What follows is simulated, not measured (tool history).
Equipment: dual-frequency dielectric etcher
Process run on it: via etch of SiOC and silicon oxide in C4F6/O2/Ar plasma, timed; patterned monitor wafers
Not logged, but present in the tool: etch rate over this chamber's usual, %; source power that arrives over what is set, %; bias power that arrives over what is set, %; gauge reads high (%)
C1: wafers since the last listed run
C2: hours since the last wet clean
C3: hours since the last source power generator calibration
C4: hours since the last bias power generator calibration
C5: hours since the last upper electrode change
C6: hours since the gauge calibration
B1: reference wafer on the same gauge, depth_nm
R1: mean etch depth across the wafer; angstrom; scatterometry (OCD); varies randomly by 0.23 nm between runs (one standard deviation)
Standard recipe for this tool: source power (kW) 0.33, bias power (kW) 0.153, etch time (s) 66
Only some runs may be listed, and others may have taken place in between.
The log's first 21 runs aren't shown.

{"run": 22, "hour": 452.0, "source power (kW)": 0.33, "bias power (kW)": 0.153, "etch time (s)": 57.5, "C1": 119, "C2": 165.6, "C3": 328.1, "C4": 58.9, "C5": 170.2, "C6": 319.6, "B1": 75.1, "R1": 574}
{"run": 23, "hour": 464.0, "source power (kW)": 0.33, "bias power (kW)": 0.153, "etch time (s)": 66, "C1": 111, "C2": 177.6, "C3": 340.1, "C4": 70.9, "C5": 182.2, "C6": 331.6, "B1": 75, "R1": 666}
{"run": 24, "hour": 481.8, "source power (kW)": 0.26, "bias power (kW)": 0.121, "etch time (s)": 85.5, "C1": 165, "C2": 195.4, "C3": 357.9, "C4": 88.7, "C5": 200, "C6": 349.4, "B1": 75, "R1": 752}
{"run": 25, "hour": 499.7, "source power (kW)": 0.33, "bias power (kW)": 0.137, "etch time (s)": 72.5, "C1": 166, "C2": 213.3, "C3": 375.8, "C4": 106.6, "C5": 217.9, "C6": 367.3, "B1": 74.9, "R1": 702}
{"run": 26, "hour": 533.4, "source power (kW)": 0.33, "bias power (kW)": 0.153, "etch time (s)": 55.5, "C1": 312, "C2": 247, "C3": 409.5, "C4": 140.3, "C5": 251.6, "C6": 401, "B1": 74.9, "R1": 559}
{"run": 27, "hour": 554.0, "source power (kW)": 0.29, "bias power (kW)": 0.153, "etch time (s)": 66, "C1": 191, "C2": 267.6, "C3": 430.1, "C4": 160.9, "C5": 272.2, "C6": 421.6, "B1": 74.9, "R1": 646}
{"run": 28, "hour": 583.7, "source power (kW)": 0.33, "bias power (kW)": 0.153, "etch time (s)": 66, "C1": 275, "C2": 297.3, "C3": 459.8, "C4": 190.6, "C5": 301.9, "C6": 451.3, "B1": 74.9, "R1": 660}
{"run": 29, "hour": 613.7, "source power (kW)": 0.36, "bias power (kW)": 0.175, "etch time (s)": 66, "C1": 278, "C2": 327.3, "C3": 489.8, "C4": 220.6, "C5": 331.9, "C6": 481.3, "B1": 75.2, "R1": 707}
{"run": 30, "hour": 629.3, "source power (kW)": 0.33, "bias power (kW)": 0.141, "etch time (s)": 66, "C1": 144, "C2": 342.9, "C3": 505.4, "C4": 236.2, "C5": 347.5, "C6": 496.9, "B1": 75, "R1": 644}

Consider 4 possible next runs. They are alternatives, not a sequence: every one starts from the tool as it was left by run 30. What does each give?
{"run": "A", "hour": 629.7, "source power (kW)": 0.33, "bias power (kW)": 0.153, "etch time (s)": 77, "C1": 3, "C2": 343.3, "C3": 505.8, "C4": 236.6, "C5": 347.9, "C6": 497.3, "B1": "?", "R1": "?"}
{"run": "B", "hour": 629.7, "source power (kW)": 0.3, "bias power (kW)": 0.135, "etch time (s)": 71, "C1": 3, "C2": 343.3, "C3": 505.8, "C4": 236.6, "C5": 347.9, "C6": 497.3, "B1": "?", "R1": "?"}
{"run": "C", "hour": 629.7, "source power (kW)": 0.33, "bias power (kW)": 0.181, "etch time (s)": 66, "C1": 3, "C2": 343.3, "C3": 505.8, "C4": 236.6, "C5": 347.9, "C6": 497.3, "B1": "?", "R1": "?"}
{"run": "D", "hour": 629.7, "source power (kW)": 0.3, "bias power (kW)": 0.187, "etch time (s)": 75.5, "C1": 3, "C2": 343.3, "C3": 505.8, "C4": 236.6, "C5": 347.9, "C6": 497.3, "B1": "?", "R1": "?"}

run=A B1=75 R1=766
run=B B1=75 R1=662
run=C B1=75 R1=697
run=D B1=75 R1=789
Stripped of hidden state, with their random variation kept, the same runs would have yielded:
run=A R1=772
run=B R1=667
run=C R1=702
run=D R1=795
